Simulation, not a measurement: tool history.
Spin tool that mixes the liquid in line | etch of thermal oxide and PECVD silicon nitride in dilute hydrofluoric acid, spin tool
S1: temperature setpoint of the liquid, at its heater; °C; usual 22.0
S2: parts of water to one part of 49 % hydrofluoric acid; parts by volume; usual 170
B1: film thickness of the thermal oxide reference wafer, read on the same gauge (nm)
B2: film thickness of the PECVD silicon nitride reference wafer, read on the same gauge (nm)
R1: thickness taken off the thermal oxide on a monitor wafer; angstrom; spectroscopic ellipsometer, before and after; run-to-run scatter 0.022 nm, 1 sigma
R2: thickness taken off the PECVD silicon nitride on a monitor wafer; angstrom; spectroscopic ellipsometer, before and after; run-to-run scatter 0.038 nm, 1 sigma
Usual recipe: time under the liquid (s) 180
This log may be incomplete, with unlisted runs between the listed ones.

run 1 hour=0.0 | S1=22.0 S2=170 time_under_the_liquid_(s)=180 | B1=140.032 B2=99.969 | R1=48.43 R2=28.53
run 2 hour=11.9 | S1=22.0 S2=170 time_under_the_liquid_(s)=180 | B1=139.998 B2=99.990 | R1=48.43 R2=28.15
run 3 hour=24.2 | S1=22.0 S2=170 time_under_the_liquid_(s)=180 | B1=139.980 B2=100.053 | R1=48.41 R2=28.08
run 4 hour=36.0 | S1=22.0 S2=170 time_under_the_liquid_(s)=180 | B1=140.015 B2=100.037 | R1=48.46 R2=27.77
run 5 hour=53.2 | S1=22.0 S2=170 time_under_the_liquid_(s)=180 | B1=140.008 B2=99.996 | R1=48.26 R2=28.42
run 6 hour=65.7 | S1=22.0 S2=170 time_under_the_liquid_(s)=180 | B1=140.058 B2=100.066 | R1=48.62 R2=28.51
run 7 hour=76.7 | S1=22.0 S2=170 time_under_the_liquid_(s)=230 | B1=139.969 B2=100.000 | R1=62.07 R2=36.10
run 8 hour=86.8 | S1=22.0 S2=170 time_under_the_liquid_(s)=180 | B1=139.992 B2=99.978 | R1=48.58 R2=28.16
run 9 hour=100.4 | S1=22.0 S2=170 time_under_the_liquid_(s)=180 | B1=139.971 B2=100.017 | R1=48.74 R2=28.74
run 10 hour=117.3 | S1=22.0 S2=110 time_under_the_liquid_(s)=135 | B1=139.975 B2=99.969 | R1=60.70 R2=33.05
run 11 hour=135.1 | S1=22.0 S2=170 time_under_the_liquid_(s)=180 | B1=140.012 B2=100.001 | R1=48.82 R2=28.24
run 12 hour=143.1 | S1=22.0 S2=170 time_under_the_liquid_(s)=180 | B1=139.995 B2=99.987 | R1=49.24 R2=28.64
run 13 hour=156.5 | S1=24.5 S2=170 time_under_the_liquid_(s)=180 | B1=139.980 B2=99.974 | R1=53.56 R2=33.92
run 14 hour=173.3 | S1=22.0 S2=110 time_under_the_liquid_(s)=180 | B1=139.993 B2=99.986 | R1=81.62 R2=44.60
run 15 hour=184.6 | S1=17.5 S2=100 time_under_the_liquid_(s)=220 | B1=140.008 B2=100.019 | R1=93.09 R2=44.65
run 16 hour=194.8 | S1=22.0 S2=170 time_under_the_liquid_(s)=180 | B1=140.032 B2=99.971 | R1=49.37 R2=29.49
run 17 hour=212.8 | S1=20.5 S2=230 time_under_the_liquid_(s)=130 | B1=139.989 B2=99.970 | R1=23.59 R2=14.27
run 18 hour=227.2 | S1=26.0 S2=90 time_under_the_liquid_(s)=230 | B1=140.000 B2=99.982 | R1=138.80 R2=79.17
run 19 hour=276.1 | S1=20.5 S2=85 time_under_the_liquid_(s)=225 | B1=140.032 B2=99.998 | R1=118.12 R2=56.72

Put back what was entered between runs (3 entries, withheld): which listed runs does each sit between, and how does the hidden state differ from the listed run before to the listed run after?
Run 12 -> run 13: gauge calibrated (hour 150.3)
  liquid hotter than its thermometer reads (K): 2.34 -> 2.38
  the result without the hidden state subtracted from the measured one, R1: +4.20 -> +4.52 angstrom; R2: +4.01 -> +4.72 angstrom
Run 16 -> run 17: hydrofluoric acid flow meter replaced (hour 207.1)
  liquid hotter than its thermometer reads (K): 2.47 -> 2.51
  the result without the hidden state subtracted from the measured one, R1: +4.42 -> +2.10 angstrom; R2: +4.34 -> +2.11 angstrom
Run 17 -> run 18: thermometer replaced (hour 218.4)
  liquid hotter than its thermometer reads (K): 2.51 -> 0.253
  the result without the hidden state subtracted from the measured one, R1: +2.10 -> +1.35 angstrom; R2: +2.11 -> +1.28 angstrom
